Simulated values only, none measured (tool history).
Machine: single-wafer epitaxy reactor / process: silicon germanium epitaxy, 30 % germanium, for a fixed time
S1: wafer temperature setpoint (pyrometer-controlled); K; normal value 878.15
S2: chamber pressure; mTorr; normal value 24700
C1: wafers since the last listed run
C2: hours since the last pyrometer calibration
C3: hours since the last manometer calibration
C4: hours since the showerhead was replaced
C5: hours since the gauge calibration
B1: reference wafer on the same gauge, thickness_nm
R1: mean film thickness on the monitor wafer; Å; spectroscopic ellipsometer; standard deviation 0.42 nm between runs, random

| run | day | S1 | S2 | C1 | C2 | C3 | C4 | C5 | B1 | R1 |
|---|---|---|---|---|---|---|---|---|---|---|
| 1 | 0.000 | 878.15 | 20500 | 0 | 477.7 | 351.2 | 938.2 | 1564.0 | 81.695 | 626.70 |
| 2 | 3.279 | 878.15 | 20500 | 1036 | 556.4 | 429.9 | 1016.9 | 1642.7 | 81.747 | 620.89 |
| 3 | 5.992 | 878.15 | 20500 | 857 | 621.5 | 495.0 | 1082.0 | 1707.8 | 81.680 | 620.63 |
| 4 | 7.958 | 878.15 | 28600 | 621 | 668.7 | 542.2 | 1129.2 | 1755.0 | 81.761 | 789.50 |
| 5 | 12.250 | 878.15 | 28600 | 1356 | 771.7 | 645.2 | 1232.2 | 1858.0 | 81.839 | 786.05 |
| 6 | 16.579 | 878.15 | 28600 | 1368 | 875.6 | 749.1 | 1336.1 | 1961.9 | 81.841 | 794.77 |
| 7 | 19.483 | 878.15 | 21600 | 917 | 945.3 | 818.8 | 1405.8 | 2031.6 | 81.735 | 655.74 |
| 8 | 21.092 | 878.15 | 21600 | 508 | 983.9 | 857.4 | 1444.4 | 2070.2 | 81.793 | 649.46 |
| 9 | 24.204 | 878.15 | 21600 | 983 | 1058.6 | 932.1 | 1519.1 | 2144.9 | 81.988 | 645.64 |
| 10 | 28.617 | 888.15 | 24700 | 1394 | 1164.5 | 1038.0 | 1625.0 | 2250.8 | 81.809 | 844.24 |
| 11 | 31.329 | 888.15 | 24700 | 857 | 1229.6 | 1103.1 | 1690.1 | 2315.9 | 81.752 | 849.38 |
| 12 | 35.467 | 878.15 | 27000 | 1307 | 1328.9 | 1202.4 | 1789.4 | 2415.2 | 81.855 | 765.90 |
| 13 | 39.396 | 878.15 | 27000 | 1241 | 1423.2 | 1296.7 | 1883.7 | 2509.5 | 81.760 | 762.89 |
| 14 | 43.221 | 872.15 | 23000 | 1208 | 1515.0 | 1388.5 | 1975.5 | 2601.3 | 81.863 | 624.85 |
|  | 45.117 | gauge calibrated |
| 15 | 45.812 | 872.15 | 23000 | 819 | 1577.2 | 1450.7 | 2037.7 | 16.7 | 81.769 | 630.51 |
| 16 | 49.921 | 878.15 | 24700 | 1298 | 1675.8 | 1549.3 | 2136.3 | 115.3 | 81.728 | 723.51 |
| 17 | 51.479 | 888.15 | 29400 | 492 | 1713.2 | 1586.7 | 2173.7 | 152.7 | 81.774 | 953.81 |
| 18 | 54.529 | 873.15 | 24700 | 964 | 1786.4 | 1659.9 | 2246.9 | 225.9 | 81.684 | 671.76 |
|  | 55.154 | pyrometer calibrated |
| 19 | 56.842 | 878.15 | 20000 | 625 | 40.5 | 1715.4 | 2302.4 | 281.4 | 81.693 | 615.95 |
| 20 | 60.046 | 882.15 | 30000 | 1012 | 117.4 | 1792.3 | 2379.3 | 358.3 | 81.746 | 872.00 |
| 21 | 70.242 | 864.15 | 28400 | 3222 | 362.1 | 2037.0 | 2624.0 | 603.0 | 81.899 | 633.69 |
|  | 71.933 | capacitance manometer re-zeroed and calibrated |
| 22 | 74.296 | 865.15 | 27000 | 1176 | 459.4 | 56.7 | 2721.3 | 700.3 | 81.668 | 605.49 |
|  | 78.392 | showerhead replaced |
| 23 | 78.621 | 870.15 | 19000 | 1261 | 563.2 | 160.5 | 5.5 | 804.1 | 81.687 | 514.21 |
| 24 | 81.821 | 892.15 | 21400 | 1011 | 640.0 | 237.3 | 82.3 | 880.9 | 81.895 | 806.24 |
| 25 | 84.350 | 883.15 | 19800 | 799 | 700.7 | 298.0 | 143.0 | 941.6 | 81.936 | 655.46 |

What does the tool deliver on the next run?
| 26 | 87.650 | 883.15 | 18900 | 1043 | 779.9 | 377.2 | 222.2 | 1020.8 | ? | ? |

Run 26 gave B1 81.640, R1 634.92 Å.
Had the tool carried no hidden state, the very same run would have given R1 626.83 Å.
